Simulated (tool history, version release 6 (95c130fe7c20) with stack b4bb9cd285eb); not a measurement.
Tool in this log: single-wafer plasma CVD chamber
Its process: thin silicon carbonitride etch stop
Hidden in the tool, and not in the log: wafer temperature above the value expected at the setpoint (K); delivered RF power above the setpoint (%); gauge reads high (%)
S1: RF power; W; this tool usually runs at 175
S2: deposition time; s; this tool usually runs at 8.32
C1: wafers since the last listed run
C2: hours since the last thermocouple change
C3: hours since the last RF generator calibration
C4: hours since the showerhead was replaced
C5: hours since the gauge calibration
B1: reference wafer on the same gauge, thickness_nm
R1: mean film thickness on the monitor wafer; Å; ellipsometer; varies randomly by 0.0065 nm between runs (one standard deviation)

run 1 hour=0 | S1=175 S2=8.32 | C1=0 C2=654.7 C3=1510.4 C4=7500.6 C5=23.7 | B1=5.152 | R1=43.3
run 2 hour=17.5 | S1=175 S2=8.32 | C1=398 C2=672.2 C3=1527.9 C4=7518.1 C5=41.2 | B1=5.153 | R1=43.36
run 3 hour=27.3 | S1=160 S2=8.32 | C1=223 C2=682 C3=1537.7 C4=7527.9 C5=51 | B1=5.158 | R1=42.37
run 4 hour=34.9 | S1=200 S2=8.82 | C1=173 C2=689.6 C3=1545.3 C4=7535.5 C5=58.6 | B1=5.159 | R1=47.85
run 5 hour=51 | S1=200 S2=8.82 | C1=366 C2=705.7 C3=1561.4 C4=7551.6 C5=74.7 | B1=5.16 | R1=47.81
run 6 hour=60.3 | S1=200 S2=8.82 | C1=211 C2=715 C3=1570.7 C4=7560.9 C5=84 | B1=5.169 | R1=47.76
run 7 hour=77.1 | S1=175 S2=8.32 | C1=382 C2=731.8 C3=1587.5 C4=7577.7 C5=100.8 | B1=5.169 | R1=43.47
run 8 hour=85.3 | S1=175 S2=8.32 | C1=186 C2=740 C3=1595.7 C4=7585.9 C5=109 | B1=5.167 | R1=43.47
run 9 hour=96.2 | S1=175 S2=8.32 | C1=248 C2=750.9 C3=1606.6 C4=7596.8 C5=119.9 | B1=5.169 | R1=43.58
run 10 hour=113.8 | S1=175 S2=8.32 | C1=400 C2=768.5 C3=1624.2 C4=7614.4 C5=137.5 | B1=5.179 | R1=43.55
run 11 hour=128.1 | S1=175 S2=8.32 | C1=325 C2=782.8 C3=1638.5 C4=7628.7 C5=151.8 | B1=5.181 | R1=43.54
-- hour=173.8 RF generator calibrated
run 12 hour=174.3 | S1=175 S2=8.32 | C1=869 C2=829 C3=0.5 C4=7674.9 C5=198 | B1=5.187 | R1=43.68
run 13 hour=182 | S1=150 S2=9.85 | C1=175 C2=836.7 C3=8.2 C4=7682.6 C5=205.7 | B1=5.187 | R1=49.33
run 14 hour=195.1 | S1=145 S2=9.74 | C1=298 C2=849.8 C3=21.3 C4=7695.7 C5=218.8 | B1=5.192 | R1=48.6
run 15 hour=208.1 | S1=175 S2=8.32 | C1=295 C2=862.8 C3=34.3 C4=7708.7 C5=231.8 | B1=5.191 | R1=43.65
-- hour=224.6 thermocouple changed; heater temperature recalibrated
run 16 hour=225.1 | S1=195 S2=7.45 | C1=204 C2=0.5 C3=51.3 C4=7725.7 C5=248.8 | B1=5.199 | R1=40.34
run 17 hour=233 | S1=155 S2=7.36 | C1=179 C2=8.4 C3=59.2 C4=7733.6 C5=256.7 | B1=5.203 | R1=37.4
-- hour=245.4 showerhead replaced
run 18 hour=245.9 | S1=175 S2=8.32 | C1=111 C2=21.3 C3=72.1 C4=0.5 C5=269.6 | B1=5.202 | R1=43.82
-- hour=257.5 gauge calibrated
run 19 hour=259.2 | S1=175 S2=8.32 | C1=302 C2=34.6 C3=85.4 C4=13.8 C5=1.7 | B1=5.144 | R1=43.34
run 20 hour=265.7 | S1=175 S2=8.32 | C1=147 C2=41.1 C3=91.9 C4=20.3 C5=8.2 | B1=5.149 | R1=43.28
run 21 hour=283 | S1=175 S2=8.96 | C1=393 C2=58.4 C3=109.2 C4=37.6 C5=25.5 | B1=5.151 | R1=46.65
run 22 hour=294.5 | S1=175 S2=8.32 | C1=261 C2=69.9 C3=120.7 C4=49.1 C5=37 | B1=5.156 | R1=43.4
run 23 hour=326 | S1=165 S2=7.75 | C1=717 C2=101.4 C3=152.2 C4=80.6 C5=68.5 | B1=5.162 | R1=39.77
run 24 hour=338.9 | S1=205 S2=9.61 | C1=293 C2=114.3 C3=165.1 C4=93.5 C5=81.4 | B1=5.164 | R1=52.41
run 25 hour=346.2 | S1=200 S2=7.23 | C1=166 C2=121.6 C3=172.4 C4=100.8 C5=88.7 | B1=5.166 | R1=39.17

The logged runs with the hidden state left out (each run's random variation unchanged):
run=1 R1=43.29
run=2 R1=43.32
run=3 R1=42.31
run=4 R1=47.77
run=5 R1=47.7
run=6 R1=47.63
run=7 R1=43.32
run=8 R1=43.31
run=9 R1=43.4
run=10 R1=43.34
run=11 R1=43.31
run=12 R1=43.37
run=13 R1=48.96
run=14 R1=48.21
run=15 R1=43.28
run=16 R1=39.96
run=17 R1=37.04
run=18 R1=43.38
run=19 R1=43.38
run=20 R1=43.31
run=21 R1=46.64
run=22 R1=43.37
run=23 R1=39.7
run=24 R1=52.29
run=25 R1=39.07
